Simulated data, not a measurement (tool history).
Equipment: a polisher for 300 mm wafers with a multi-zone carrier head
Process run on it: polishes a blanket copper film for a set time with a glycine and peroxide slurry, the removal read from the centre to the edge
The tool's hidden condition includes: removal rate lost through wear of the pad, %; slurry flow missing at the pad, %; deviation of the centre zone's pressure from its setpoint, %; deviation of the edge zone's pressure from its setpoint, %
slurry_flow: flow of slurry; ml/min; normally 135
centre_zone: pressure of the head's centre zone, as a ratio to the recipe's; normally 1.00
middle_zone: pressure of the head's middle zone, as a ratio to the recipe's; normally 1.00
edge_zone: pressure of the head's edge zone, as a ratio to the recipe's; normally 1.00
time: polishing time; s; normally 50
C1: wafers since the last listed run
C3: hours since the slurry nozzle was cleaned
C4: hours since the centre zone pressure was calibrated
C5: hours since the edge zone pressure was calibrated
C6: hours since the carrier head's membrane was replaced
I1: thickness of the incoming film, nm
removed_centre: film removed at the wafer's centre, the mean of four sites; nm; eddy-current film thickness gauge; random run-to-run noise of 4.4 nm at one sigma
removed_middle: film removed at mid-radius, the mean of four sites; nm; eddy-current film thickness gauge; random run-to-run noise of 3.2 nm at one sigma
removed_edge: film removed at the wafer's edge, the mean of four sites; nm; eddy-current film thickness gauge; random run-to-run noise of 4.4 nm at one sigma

Run 1, day 0.000: usual settings; C1 0; wafers polished on this pad 3171; C3 334.7; C4 383.4; C5 670.8; C6 656.2; I1 1293.2. Result: removed_centre 317.9 nm, removed_middle 319.3 nm, removed_edge 308.3 nm.
At day 0.617: centre zone pressure recalibrated.
At day 1.650: slurry nozzle cleaned.
At day 2.338: worn pad replaced by a new one.
Run 2, day 2.817: usual settings; C1 730; wafers polished on this pad 138; C3 28.0; C4 52.8; C5 738.4; C6 723.8; I1 1284.6. Result: removed_centre 335.0 nm, removed_middle 338.6 nm, removed_edge 337.4 nm.
At day 4.675: edge zone pressure recalibrated.
Run 3, day 5.329: usual settings but slurry_flow 110 ml/min; C1 702; wafers polished on this pad 841; C3 88.3; C4 113.1; C5 15.7; C6 784.1; I1 1305.1. Result: removed_centre 316.8 nm, removed_middle 323.2 nm, removed_edge 313.3 nm.
Run 4, day 6.879: usual settings but centre_zone 1.04, time 62 s; C1 448; wafers polished on this pad 1289; C3 125.5; C4 150.3; C5 52.9; C6 821.3; I1 1296.5. Result: removed_centre 412.9 nm, removed_middle 407.7 nm, removed_edge 399.5 nm.
Run 5, day 9.933: usual settings but centre_zone 1.04, time 62 s; C1 883; wafers polished on this pad 2172; C3 198.8; C4 223.6; C5 126.2; C6 894.6; I1 1295.7. Result: removed_centre 416.6 nm, removed_middle 395.8 nm, removed_edge 401.1 nm.
Run 6, day 12.929: usual settings but slurry_flow 165 ml/min; C1 866; wafers polished on this pad 3039; C3 270.7; C4 295.5; C5 198.1; C6 966.5; I1 1298.9. Result: removed_centre 325.5 nm, removed_middle 331.0 nm, removed_edge 318.9 nm.
At day 15.396: worn pad replaced by a new one.
Run 7, day 15.671: usual settings; C1 744; wafers polished on this pad 79; C3 336.5; C4 361.3; C5 263.9; C6 1032.3; I1 1271.1. Result: removed_centre 334.4 nm, removed_middle 349.6 nm, removed_edge 337.1 nm.
At day 17.012: carrier head's membrane replaced by a new one.
At day 17.854: slurry nozzle cleaned.
Run 8, day 18.533: usual settings; C1 755; wafers polished on this pad 835; C3 16.3; C4 430.0; C5 332.6; C6 36.5; I1 1268.2. Result: removed_centre 326.4 nm, removed_middle 331.7 nm, removed_edge 327.2 nm.
At day 19.700: centre zone pressure recalibrated.
Run 9, day 19.712: usual settings; C1 316; wafers polished on this pad 1152; C3 44.6; C4 0.3; C5 360.9; C6 64.8; I1 1289.4. Result: removed_centre 314.0 nm, removed_middle 329.7 nm, removed_edge 327.1 nm.
Run 10, day 22.312: usual settings but centre_zone 0.96; C1 752; wafers polished on this pad 1904; C3 107.0; C4 62.7; C5 423.3; C6 127.2; I1 1261.5. Result: removed_centre 308.7 nm, removed_middle 319.8 nm, removed_edge 317.9 nm.
Run 11, day 23.942: usual settings; C1 471; wafers polished on this pad 2375; C3 146.1; C4 101.8; C5 462.4; C6 166.3; I1 1275.9. Result: removed_centre 323.7 nm, removed_middle 321.2 nm, removed_edge 311.8 nm.
Run 12, day 25.088: usual settings but slurry_flow 120 ml/min, middle_zone 0.92, edge_zone 0.93; C1 331; wafers polished on this pad 2707; C3 173.6; C4 129.3; C5 489.9; C6 193.8; I1 1287.2. Result: removed_centre 309.2 nm, removed_middle 295.6 nm, removed_edge 303.2 nm.
Run 13, day 26.946: usual settings; C1 537; wafers polished on this pad 3244; C3 218.2; C4 173.9; C5 534.5; C6 238.4; I1 1271.4. Result: removed_centre 319.9 nm, removed_middle 316.6 nm, removed_edge 314.6 nm.
At day 28.854: worn pad replaced by a new one.
Run 14, day 29.517: usual settings but slurry_flow 115 ml/min; C1 695; wafers polished on this pad 191; C3 279.9; C4 235.6; C5 596.2; C6 300.1; I1 1253.4. Result: removed_centre 322.7 nm, removed_middle 330.0 nm, removed_edge 326.8 nm.
At day 32.875: slurry nozzle cleaned.
At day 36.600: centre zone pressure recalibrated.
At day 36.608: edge zone pressure recalibrated.
Run 15, day 38.358: usual settings but time 45 s; C1 2518; wafers polished on this pad 2709; C3 131.6; C4 42.2; C5 42.0; C6 512.3; I1 1283.3. Result: removed_centre 284.9 nm, removed_middle 289.5 nm, removed_edge 276.8 nm.
Run 16, day 40.404: usual settings; C1 591; wafers polished on this pad 3301; C3 180.7; C4 91.3; C5 91.1; C6 561.4; I1 1265.2. Result: removed_centre 311.6 nm, removed_middle 315.6 nm, removed_edge 313.3 nm.
At day 40.729: worn pad replaced by a new one.
Run 17, day 45.892: usual settings but centre_zone 1.04, time 62 s; C1 1538; wafers polished on this pad 1493; C3 312.4; C4 223.0; C5 222.8; C6 693.1; I1 1266.4. Result: removed_centre 422.7 nm, removed_middle 410.0 nm, removed_edge 394.7 nm.
Run 18, day 48.746: usual settings but centre_zone 0.95, edge_zone 0.95, time 62 s; C1 825; wafers polished on this pad 2318; C3 380.9; C4 291.5; C5 291.3; C6 761.6; I1 1301.7. Result: removed_centre 381.6 nm, removed_middle 399.6 nm, removed_edge 378.3 nm.
Run 19, day 50.029: usual settings but time 64 s; C1 371; wafers polished on this pad 2689; C3 411.7; C4 322.3; C5 322.1; C6 792.4; I1 1264.5. Result: removed_centre 405.5 nm, removed_middle 416.6 nm, removed_edge 400.7 nm.
At day 50.388: slurry nozzle cleaned.
Run 20, day 52.379: usual settings but centre_zone 1.12, time 58 s; C1 667; wafers polished on this pad 3357; C3 47.8; C4 378.7; C5 378.5; C6 848.8; I1 1277.8. Result: removed_centre 405.0 nm, removed_middle 371.1 nm, removed_edge 355.9 nm.
Run 21, day 53.933: usual settings but slurry_flow 180 ml/min, middle_zone 0.92; C1 449; wafers polished on this pad 3806; C3 85.1; C4 416.0; C5 415.8; C6 886.1; I1 1282.8. Result: removed_centre 335.6 nm, removed_middle 310.8 nm, removed_edge 323.1 nm.
At day 54.121: centre zone pressure recalibrated.
At day 55.229: worn pad replaced by a new one.
Run 22, day 56.071: usual settings but slurry_flow 170 ml/min; C1 545; wafers polished on this pad 243; C3 136.4; C4 46.8; C5 467.1; C6 937.4; I1 1288.8. Result: removed_centre 347.8 nm, removed_middle 354.7 nm, removed_edge 338.8 nm.
At day 58.217: carrier head's membrane replaced by a new one.
Run 23, day 58.521: usual settings but middle_zone 0.91, time 60 s; C1 648; wafers polished on this pad 892; C3 195.2; C4 105.6; C5 525.9; C6 7.3; I1 1266.6. Result: removed_centre 380.9 nm, removed_middle 368.3 nm, removed_edge 392.6 nm.

Some steps in removed_centre, run to run, broken into two amounts with sign: the step expected even without the hidden condition (settings, incoming material, random variation), and the rest, left for the hidden condition together with whatever gauge scatter is not in both the measured and the hidden-condition-free result:
Run 1 -> 2: centre zone pressure recalibrated, slurry nozzle cleaned, worn pad replaced by a new one. removed_centre +17.1 nm: hidden state +20.1, all else -3.0.
Run 3 -> 4: slurry_flow 110 -> 135, centre_zone 1.00 -> 1.04, time 50 -> 62. removed_centre +96.1 nm: hidden state -8.9, all else +105.0.
Run 6 -> 7: slurry_flow 165 -> 135, worn pad replaced by a new one. removed_centre +8.9 nm: hidden state +21.9, all else -13.0.
Run 16 -> 17: centre_zone 1.00 -> 1.04, time 50 -> 62, worn pad replaced by a new one. removed_centre +111.1 nm: hidden state +1.6, all else +109.5.
